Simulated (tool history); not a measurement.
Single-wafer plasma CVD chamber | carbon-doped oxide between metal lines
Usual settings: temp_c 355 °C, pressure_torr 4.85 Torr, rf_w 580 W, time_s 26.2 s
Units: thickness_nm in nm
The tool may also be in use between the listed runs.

run     day  temp_c  pressure_torr  rf_w  time_s  wafers since the last listed run  hours since the last thermocouple change  hours since the last RF generator calibration  hours since the last manometer calibration  hours since the showerhead was replaced  hours since the gauge calibration  read-back reference wafer on the same gauge, thickness_nm  thickness_nm
  1       0     355           4.85   580    26.2                                 0                                      43.7                                          569.5                                       637.3                                   6404.5                               1094                                                    117.136        145.98
  2   1.662     355           4.85   580    26.2                               921                                      83.6                                          609.4                                       677.2                                   6444.4                             1133.9                                                     117.48       146.218
  3   3.254     355           4.85   580    26.2                               882                                     121.8                                          647.6                                       715.4                                   6482.6                             1172.1                                                    117.324       145.791
  4   6.438     355           4.85   580    26.2                              1764                                     198.2                                            724                                       791.8                                     6559                             1248.5                                                    117.403       145.794
  5   8.617     355           4.85   580    26.2                              1207                                     250.5                                          776.3                                       844.1                                   6611.3                             1300.8                                                    117.468       144.927
  6  11.517     355           4.85   580    26.2                              1607                                     320.1                                          845.9                                       913.7                                   6680.9                             1370.4                                                    117.376       145.731
  7  13.338     355           4.85   580    26.2                              1009                                     363.8                                          889.6                                       957.4                                   6724.6                             1414.1                                                    117.588       146.307
  8  16.871     355           4.85   520    26.2                              1958                                     448.6                                          974.4                                      1042.2                                   6809.4                             1498.9                                                    117.691       140.751
  9  20.646     355           4.85   520    26.2                              2092                                     539.2                                           1065                                      1132.8                                     6900                             1589.5                                                    117.691       140.554
 10  22.471     355           4.85   520    26.2                              1011                                       583                                         1108.8                                      1176.6                                   6943.8                             1633.3                                                    117.527       141.054
 11  25.112     355           4.85   525    26.2                              1464                                     646.4                                         1172.2                                        1240                                   7007.2                             1696.7                                                    117.626       141.375
 12  28.004     355           4.85   525    26.2                              1602                                     715.8                                         1241.6                                      1309.4                                   7076.6                             1766.1                                                    117.536       141.577
 13  30.996     355           4.85   580    30.5                              1658                                     787.6                                         1313.4                                      1381.2                                   7148.4                             1837.9                                                    117.776       169.394
     32.417  -- capacitance manometer re-zeroed and calibrated
 14  34.929     349           4.85   510    26.2                              1995                                       882                                         1407.8                                        60.3                                   7242.8                             1932.3                                                    117.767       141.672
     37.288  -- showerhead replaced
     37.317  -- RF generator calibrated
     37.662  -- gauge calibrated
 15  38.896     343           5.67   470      28                              1997                                     977.2                                           37.9                                       155.5                                     38.6                               29.6                                                    115.355       149.744
 16  41.925     345           4.85   650    26.2                              1678                                    1049.9                                          110.6                                       228.2                                    111.3                              102.3                                                    115.638        153.56
 17  53.421     342           4.15   525    26.2                              6371                                    1325.8                                          386.5                                       504.1                                    387.2                              378.2                                                    116.285        141.59
     55.129  -- thermocouple changed; heater temperature recalibrated
 18  56.842     355           5.72   610      31                              1711                                      41.1                                          468.6                                       586.2                                    469.3                              460.3                                                    116.583       177.127
 19  59.771     370           4.85   580    30.7                              1623                                     111.4                                          538.9                                       656.5                                    539.6                              530.6                                                     116.77       164.376
 20  61.317     342           4.32   625    26.2                               856                                     148.5                                            576                                       693.6                                    576.7                              567.7                                                    116.923       150.956
 21  64.254     355           4.85   580    22.1                              1628                                       219                                          646.5                                       764.1                                    647.2                              638.2                                                    116.962       123.141
 22    68.4     343           5.67   470      28                              2297                                     318.5                                            746                                       863.6                                    746.7                              737.7                                                    117.213       152.326
 23  71.179     370           4.85   580    30.7                              1540                                     385.2                                          812.7                                       930.3                                    813.4                              804.4                                                    117.197       164.812
 24  75.658     355           4.15   515    30.1                              2482                                     492.7                                          920.2                                      1037.8                                    920.9                              911.9                                                    117.357       157.724
 25  78.946     355           4.85   580    26.2                              1821                                     571.6                                          999.1                                      1116.7                                    999.8                              990.8                                                    117.341       145.697

4 ways to go on from here, each from the tool as it stands after run 25. What would each give?
  A  78.962     355           4.85   580    26.2                                 9                                       572                                          999.5                                      1117.1                                   1000.2                              991.2                                                          ?             ?
  B  78.962     369           3.71   545    22.1                                 9                                       572                                          999.5                                      1117.1                                   1000.2                              991.2                                                          ?             ?
  C  78.962     355           5.23   680    21.5                                 9                                       572                                          999.5                                      1117.1                                   1000.2                              991.2                                                          ?             ?
  D  78.962     355           4.85   675    26.2                                 9                                       572                                          999.5                                      1117.1                                   1000.2                              991.2                                                          ?             ?

run  read-back reference wafer on the same gauge, thickness_nm  thickness_nm
  A                                                    117.414       145.406
  B                                                    117.414       112.863
  C                                                    117.414       127.835
  D                                                    117.414       153.294
Without the tool's hidden state the same runs would have given:
run  thickness_nm
  A       142.412
  B       110.539
  C       125.203
  D       150.138
